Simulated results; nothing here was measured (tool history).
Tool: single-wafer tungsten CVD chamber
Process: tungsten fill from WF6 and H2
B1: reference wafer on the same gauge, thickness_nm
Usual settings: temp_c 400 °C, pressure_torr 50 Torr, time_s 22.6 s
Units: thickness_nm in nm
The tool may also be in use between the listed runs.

{"run": 1, "hour": 0.0, "temp_c": 400, "pressure_torr": 50, "time_s": 22.6, "B1": 91.125, "thickness_nm": 71.82}
{"run": 2, "hour": 12.8, "temp_c": 400, "pressure_torr": 50, "time_s": 22.6, "B1": 90.966, "thickness_nm": 71.198}
{"run": 3, "hour": 27.9, "temp_c": 400, "pressure_torr": 50, "time_s": 22.6, "B1": 91.089, "thickness_nm": 70.946}
{"run": 4, "hour": 45.2, "temp_c": 400, "pressure_torr": 50, "time_s": 22.6, "B1": 91.07, "thickness_nm": 71.953}
{"hour": 61.1, "done": "capacitance manometer re-zeroed and calibrated"}
{"hour": 68.3, "done": "thermocouple changed; heater temperature recalibrated"}
{"run": 5, "hour": 68.8, "temp_c": 400, "pressure_torr": 50, "time_s": 22.6, "B1": 91.053, "thickness_nm": 92.408}
{"run": 6, "hour": 69.1, "temp_c": 400, "pressure_torr": 50, "time_s": 22.6, "B1": 90.827, "thickness_nm": 92.903}
{"run": 7, "hour": 84.5, "temp_c": 400, "pressure_torr": 50, "time_s": 22.6, "B1": 91.025, "thickness_nm": 92.138}
{"hour": 89.5, "done": "gauge calibrated"}
{"run": 8, "hour": 96.9, "temp_c": 400, "pressure_torr": 54.8, "time_s": 22.6, "B1": 90.895, "thickness_nm": 96.226}
{"run": 9, "hour": 105.0, "temp_c": 400, "pressure_torr": 54.8, "time_s": 22.6, "B1": 90.898, "thickness_nm": 96.56}
{"run": 10, "hour": 117.2, "temp_c": 400, "pressure_torr": 54.8, "time_s": 22.6, "B1": 90.84, "thickness_nm": 97.325}
{"run": 11, "hour": 128.2, "temp_c": 394, "pressure_torr": 50, "time_s": 26, "B1": 91.004, "thickness_nm": 93.906}
{"run": 12, "hour": 143.8, "temp_c": 394, "pressure_torr": 50, "time_s": 26, "B1": 91.153, "thickness_nm": 93.344}
{"run": 13, "hour": 161.4, "temp_c": 400, "pressure_torr": 50, "time_s": 22.6, "B1": 90.987, "thickness_nm": 92.108}
{"run": 14, "hour": 170.6, "temp_c": 400, "pressure_torr": 50, "time_s": 22.6, "B1": 90.997, "thickness_nm": 92.434}
{"hour": 190.3, "done": "showerhead replaced"}
{"hour": 206.9, "done": "thermocouple changed; heater temperature recalibrated, repeated, since the last time left the tool worse"}
{"run": 15, "hour": 207.4, "temp_c": 407, "pressure_torr": 42, "time_s": 21.2, "B1": 90.954, "thickness_nm": 77.944}
{"run": 16, "hour": 239.1, "temp_c": 400, "pressure_torr": 50, "time_s": 22.6, "B1": 90.841, "thickness_nm": 79.393}
{"run": 17, "hour": 253.5, "temp_c": 400, "pressure_torr": 50, "time_s": 22.6, "B1": 91.172, "thickness_nm": 78.128}
{"run": 18, "hour": 265.8, "temp_c": 408, "pressure_torr": 39.2, "time_s": 20.8, "B1": 91.049, "thickness_nm": 75.58}
{"run": 19, "hour": 281.6, "temp_c": 400, "pressure_torr": 41.8, "time_s": 22.6, "B1": 91.077, "thickness_nm": 72.032}
{"run": 20, "hour": 293.6, "temp_c": 400, "pressure_torr": 50, "time_s": 25.8, "B1": 90.864, "thickness_nm": 89.325}
{"run": 21, "hour": 303.2, "temp_c": 389, "pressure_torr": 60.9, "time_s": 24.6, "B1": 90.967, "thickness_nm": 74.014}
{"run": 22, "hour": 314.5, "temp_c": 412, "pressure_torr": 39.9, "time_s": 26.2, "B1": 91.031, "thickness_nm": 102.32}
{"run": 23, "hour": 327.4, "temp_c": 388, "pressure_torr": 46.3, "time_s": 21.3, "B1": 90.992, "thickness_nm": 55.131}
{"run": 24, "hour": 338.4, "temp_c": 400, "pressure_torr": 57.7, "time_s": 22.6, "B1": 91.034, "thickness_nm": 84.396}
{"run": 25, "hour": 350.7, "temp_c": 395, "pressure_torr": 61.3, "time_s": 26, "B1": 90.755, "thickness_nm": 89.38}
{"run": 26, "hour": 359.1, "temp_c": 395, "pressure_torr": 42.7, "time_s": 24.8, "B1": 90.991, "thickness_nm": 70.947}
{"run": 27, "hour": 374.9, "temp_c": 400, "pressure_torr": 50, "time_s": 22.6, "B1": 91.024, "thickness_nm": 78.777}
{"run": 28, "hour": 391.2, "temp_c": 414, "pressure_torr": 40.2, "time_s": 23.7, "B1": 90.97, "thickness_nm": 97.356}
{"run": 29, "hour": 400.0, "temp_c": 396, "pressure_torr": 40.6, "time_s": 21, "B1": 91.148, "thickness_nm": 60.354}
{"run": 30, "hour": 413.7, "temp_c": 400, "pressure_torr": 50, "time_s": 22.6, "B1": 90.892, "thickness_nm": 77.756}
{"run": 31, "hour": 428.0, "temp_c": 400, "pressure_torr": 37.6, "time_s": 21.3, "B1": 91.006, "thickness_nm": 64.078}
{"run": 32, "hour": 443.2, "temp_c": 404, "pressure_torr": 50, "time_s": 22.6, "B1": 90.986, "thickness_nm": 84.944}
{"run": 33, "hour": 452.0, "temp_c": 391, "pressure_torr": 50, "time_s": 22.6, "B1": 90.95, "thickness_nm": 64.477}
{"run": 34, "hour": 465.7, "temp_c": 407, "pressure_torr": 56.7, "time_s": 27.1, "B1": 91.239, "thickness_nm": 115.802}

Forecast each of these 4 alternatives for the next run:
{"run": "A", "hour": 466.1, "temp_c": 400, "pressure_torr": 50, "time_s": 22.6, "B1": "?", "thickness_nm": "?"}
{"run": "B", "hour": 466.1, "temp_c": 389, "pressure_torr": 38.1, "time_s": 23.8, "B1": "?", "thickness_nm": "?"}
{"run": "C", "hour": 466.1, "temp_c": 392, "pressure_torr": 50, "time_s": 25.6, "B1": "?", "thickness_nm": "?"}
{"run": "D", "hour": 466.1, "temp_c": 410, "pressure_torr": 50, "time_s": 26.3, "B1": "?", "thickness_nm": "?"}

run=A B1=91.059 thickness_nm=78.807
run=B B1=91.059 thickness_nm=57.062
run=C B1=91.059 thickness_nm=75.227
run=D B1=91.059 thickness_nm=112.112
Without the tool's hidden state the same runs would have given:
run=A thickness_nm=79.7
run=B thickness_nm=57.75
run=C thickness_nm=76.104
run=D thickness_nm=113.228

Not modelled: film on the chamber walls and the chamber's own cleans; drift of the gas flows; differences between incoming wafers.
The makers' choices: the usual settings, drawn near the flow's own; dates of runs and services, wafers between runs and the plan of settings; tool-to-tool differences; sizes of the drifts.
